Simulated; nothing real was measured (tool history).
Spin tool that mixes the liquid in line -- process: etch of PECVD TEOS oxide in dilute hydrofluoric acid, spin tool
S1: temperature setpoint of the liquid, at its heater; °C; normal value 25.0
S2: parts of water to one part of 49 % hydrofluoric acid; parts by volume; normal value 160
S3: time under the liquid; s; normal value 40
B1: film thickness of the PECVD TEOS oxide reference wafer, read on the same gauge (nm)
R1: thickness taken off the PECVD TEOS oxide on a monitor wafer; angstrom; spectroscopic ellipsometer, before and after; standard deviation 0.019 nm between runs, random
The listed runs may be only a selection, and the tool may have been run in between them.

run 1 hour=0.0 | S1=23.0 S2=160 S3=40 | B1=110.071 | R1=36.76
run 2 hour=10.9 | S1=23.0 S2=160 S3=40 | B1=109.987 | R1=36.77
run 3 hour=19.3 | S1=23.0 S2=160 S3=40 | B1=109.976 | R1=36.79
run 4 hour=28.9 | S1=25.0 S2=160 S3=40 | B1=109.984 | R1=39.89
run 5 hour=40.9 | S1=25.0 S2=160 S3=40 | B1=110.015 | R1=39.65
run 6 hour=53.6 | S1=25.0 S2=160 S3=40 | B1=109.981 | R1=40.06
run 7 hour=63.1 | S1=28.5 S2=160 S3=40 | B1=109.946 | R1=45.37
run 8 hour=72.1 | S1=28.5 S2=160 S3=40 | B1=110.002 | R1=45.13
run 9 hour=84.2 | S1=28.5 S2=160 S3=40 | B1=109.980 | R1=44.86
run 10 hour=94.1 | S1=23.0 S2=160 S3=30 | B1=110.018 | R1=27.95
run 11 hour=101.1 | S1=25.0 S2=125 S3=50 | B1=110.015 | R1=67.30
run 12 hour=109.4 | S1=25.0 S2=160 S3=40 | B1=109.998 | R1=40.07
run 13 hour=115.4 | S1=25.0 S2=105 S3=40 | B1=110.046 | R1=65.61
run 14 hour=124.1 | S1=25.0 S2=160 S3=30 | B1=110.042 | R1=30.23
run 15 hour=134.4 | S1=20.5 S2=235 S3=25 | B1=110.022 | R1=13.23
run 16 hour=145.5 | S1=25.0 S2=160 S3=40 | B1=109.977 | R1=40.17
-- hour=149.7 thermometer replaced
run 17 hour=159.7 | S1=29.5 S2=100 S3=35 | B1=110.007 | R1=65.97
-- hour=162.7 gauge calibrated
run 18 hour=169.0 | S1=22.0 S2=160 S3=30 | B1=109.998 | R1=24.73
-- hour=172.3 hydrofluoric acid flow meter replaced
run 19 hour=215.6 | S1=25.0 S2=220 S3=40 | B1=109.979 | R1=28.77
run 20 hour=237.4 | S1=23.5 S2=130 S3=50 | B1=110.000 | R1=64.66

Alternative continuations, all from the tool just after run 20; predict every row:
run A hour=237.8 | S1=28.0 S2=160 S3=40 | B1=? | R1=?
run B hour=237.8 | S1=29.0 S2=160 S3=40 | B1=? | R1=?
run C hour=237.8 | S1=22.5 S2=160 S3=55 | B1=? | R1=?

run=A B1=110.032 R1=48.27
run=B B1=110.032 R1=50.04
run=C B1=110.032 R1=54.09
Without the tool's hidden state the same runs would have given:
run=A R1=48.59
run=B R1=50.38
run=C R1=54.36
